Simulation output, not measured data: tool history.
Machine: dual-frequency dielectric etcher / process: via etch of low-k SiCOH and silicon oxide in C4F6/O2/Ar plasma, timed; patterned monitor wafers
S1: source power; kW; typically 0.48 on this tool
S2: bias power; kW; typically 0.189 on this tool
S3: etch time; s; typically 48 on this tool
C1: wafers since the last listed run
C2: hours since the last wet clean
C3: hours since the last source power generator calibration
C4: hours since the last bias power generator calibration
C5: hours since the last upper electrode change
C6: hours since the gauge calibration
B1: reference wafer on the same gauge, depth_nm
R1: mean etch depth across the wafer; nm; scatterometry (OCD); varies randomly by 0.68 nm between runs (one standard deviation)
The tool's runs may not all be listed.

| run | hour | S1 | S2 | S3 | C1 | C2 | C3 | C4 | C5 | C6 | B1 | R1 |
|---|---|---|---|---|---|---|---|---|---|---|---|---|
| 1 | 0 | 0.4 | 0.189 | 48 | 0 | 502.9 | 4748.5 | 3860.6 | 4932.8 | 579.4 | 165.1 | 133.7 |
| 2 | 9.2 | 0.4 | 0.189 | 48 | 152 | 512.1 | 4757.7 | 3869.8 | 4942 | 588.6 | 165 | 133 |
| 3 | 19.2 | 0.4 | 0.189 | 48 | 165 | 522.1 | 4767.7 | 3879.8 | 4952 | 598.6 | 164.9 | 134.2 |
| 4 | 33.2 | 0.48 | 0.189 | 48 | 231 | 536.1 | 4781.7 | 3893.8 | 4966 | 612.6 | 165.1 | 146.1 |
| 5 | 49.6 | 0.48 | 0.189 | 48 | 271 | 552.5 | 4798.1 | 3910.2 | 4982.4 | 629 | 165 | 146.3 |
|  | 82.1 | wet clean of the chamber |
| 6 | 82.6 | 0.48 | 0.189 | 48 | 148 | 0.5 | 4831.1 | 3943.2 | 5015.4 | 662 | 165.1 | 146.3 |
| 7 | 82.9 | 0.45 | 0.189 | 48 | 4 | 0.8 | 4831.4 | 3943.5 | 5015.7 | 662.3 | 165.1 | 142.5 |
| 8 | 92.4 | 0.45 | 0.189 | 48 | 157 | 10.3 | 4840.9 | 3953 | 5025.2 | 671.8 | 164.8 | 141.5 |
|  | 99.2 | gauge calibrated |
| 9 | 106.8 | 0.45 | 0.189 | 48 | 238 | 24.7 | 4855.3 | 3967.4 | 5039.6 | 7.6 | 165 | 141.8 |
| 10 | 119.4 | 0.48 | 0.167 | 37 | 208 | 37.3 | 4867.9 | 3980 | 5052.2 | 20.2 | 164.9 | 105.5 |
| 11 | 132.5 | 0.43 | 0.215 | 60 | 216 | 50.4 | 4881 | 3993.1 | 5065.3 | 33.3 | 164.9 | 184.7 |
| 12 | 138.8 | 0.48 | 0.189 | 48 | 104 | 56.7 | 4887.3 | 3999.4 | 5071.6 | 39.6 | 165 | 146.2 |
| 13 | 147.2 | 0.48 | 0.189 | 48 | 139 | 65.1 | 4895.7 | 4007.8 | 5080 | 48 | 165 | 146.2 |
| 14 | 158.1 | 0.58 | 0.215 | 38.5 | 180 | 76 | 4906.6 | 4018.7 | 5090.9 | 58.9 | 165 | 137.1 |
|  | 168.6 | source power generator calibrated |
|  | 192.4 | upper electrode replaced |
| 15 | 192.9 | 0.48 | 0.189 | 48 | 116 | 110.8 | 24.3 | 4053.5 | 0.5 | 93.7 | 164.9 | 146.7 |
| 16 | 193.2 | 0.48 | 0.223 | 48 | 4 | 111.1 | 24.6 | 4053.8 | 0.8 | 94 | 165 | 158.2 |
| 17 | 234.3 | 0.48 | 0.167 | 37 | 680 | 152.2 | 65.7 | 4094.9 | 41.9 | 135.1 | 165.1 | 105.7 |
|  | 240.9 | bias power generator calibrated |
| 18 | 249.6 | 0.48 | 0.189 | 48 | 187 | 167.5 | 81 | 8.7 | 57.2 | 150.4 | 165.1 | 147.7 |
| 19 | 257.4 | 0.48 | 0.189 | 48 | 129 | 175.3 | 88.8 | 16.5 | 65 | 158.2 | 164.8 | 145.3 |
| 20 | 287.2 | 0.48 | 0.189 | 48 | 493 | 205.1 | 118.6 | 46.3 | 94.8 | 188 | 165.2 | 146.5 |
| 21 | 302.8 | 0.52 | 0.155 | 56.5 | 258 | 220.7 | 134.2 | 61.9 | 110.4 | 203.6 | 165 | 162.8 |
| 22 | 315.4 | 0.42 | 0.207 | 48 | 208 | 233.3 | 146.8 | 74.5 | 123 | 216.2 | 165 | 144.2 |
| 23 | 332.2 | 0.57 | 0.173 | 41 | 278 | 250.1 | 163.6 | 91.3 | 139.8 | 233 | 164.9 | 130 |
| 24 | 349.2 | 0.58 | 0.215 | 38.5 | 281 | 267.1 | 180.6 | 108.3 | 156.8 | 250 | 165.1 | 137.7 |
| 25 | 356 | 0.39 | 0.146 | 38.5 | 112 | 273.9 | 187.4 | 115.1 | 163.6 | 256.8 | 165.2 | 92.6 |
| 26 | 369 | 0.58 | 0.189 | 48 | 215 | 286.9 | 200.4 | 128.1 | 176.6 | 269.8 | 165 | 160.7 |
| 27 | 386.1 | 0.48 | 0.205 | 48 | 283 | 304 | 217.5 | 145.2 | 193.7 | 286.9 | 165.1 | 152.9 |
| 28 | 396.2 | 0.42 | 0.189 | 48 | 167 | 314.1 | 227.6 | 155.3 | 203.8 | 297 | 164.8 | 137.3 |
| 29 | 404 | 0.38 | 0.189 | 48 | 129 | 321.9 | 235.4 | 163.1 | 211.6 | 304.8 | 164.9 | 130.7 |

Each row is a separate what-if for the run after 29, all from the same tool condition, not one after another. Results?
| A | 404.4 | 0.48 | 0.189 | 62.5 | 6 | 322.3 | 235.8 | 163.5 | 212 | 305.2 | ? | ? |
| B | 404.4 | 0.43 | 0.203 | 56 | 6 | 322.3 | 235.8 | 163.5 | 212 | 305.2 | ? | ? |
| C | 404.4 | 0.37 | 0.189 | 54 | 6 | 322.3 | 235.8 | 163.5 | 212 | 305.2 | ? | ? |
| D | 404.4 | 0.41 | 0.201 | 44 | 6 | 322.3 | 235.8 | 163.5 | 212 | 305.2 | ? | ? |
| E | 404.4 | 0.52 | 0.189 | 57.5 | 6 | 322.3 | 235.8 | 163.5 | 212 | 305.2 | ? | ? |

| run | B1 | R1 |
|---|---|---|
| A | 164.8 | 190.7 |
| B | 164.8 | 167.8 |
| C | 164.8 | 144.6 |
| D | 164.8 | 128.1 |
| E | 164.8 | 182.3 |
With the hidden condition removed and each run's random variation left untouched, the same runs would have given:
| run | R1 |
|---|---|
| A | 190.7 |
| B | 167.8 |
| C | 144.6 |
| D | 128.1 |
| E | 182.3 |
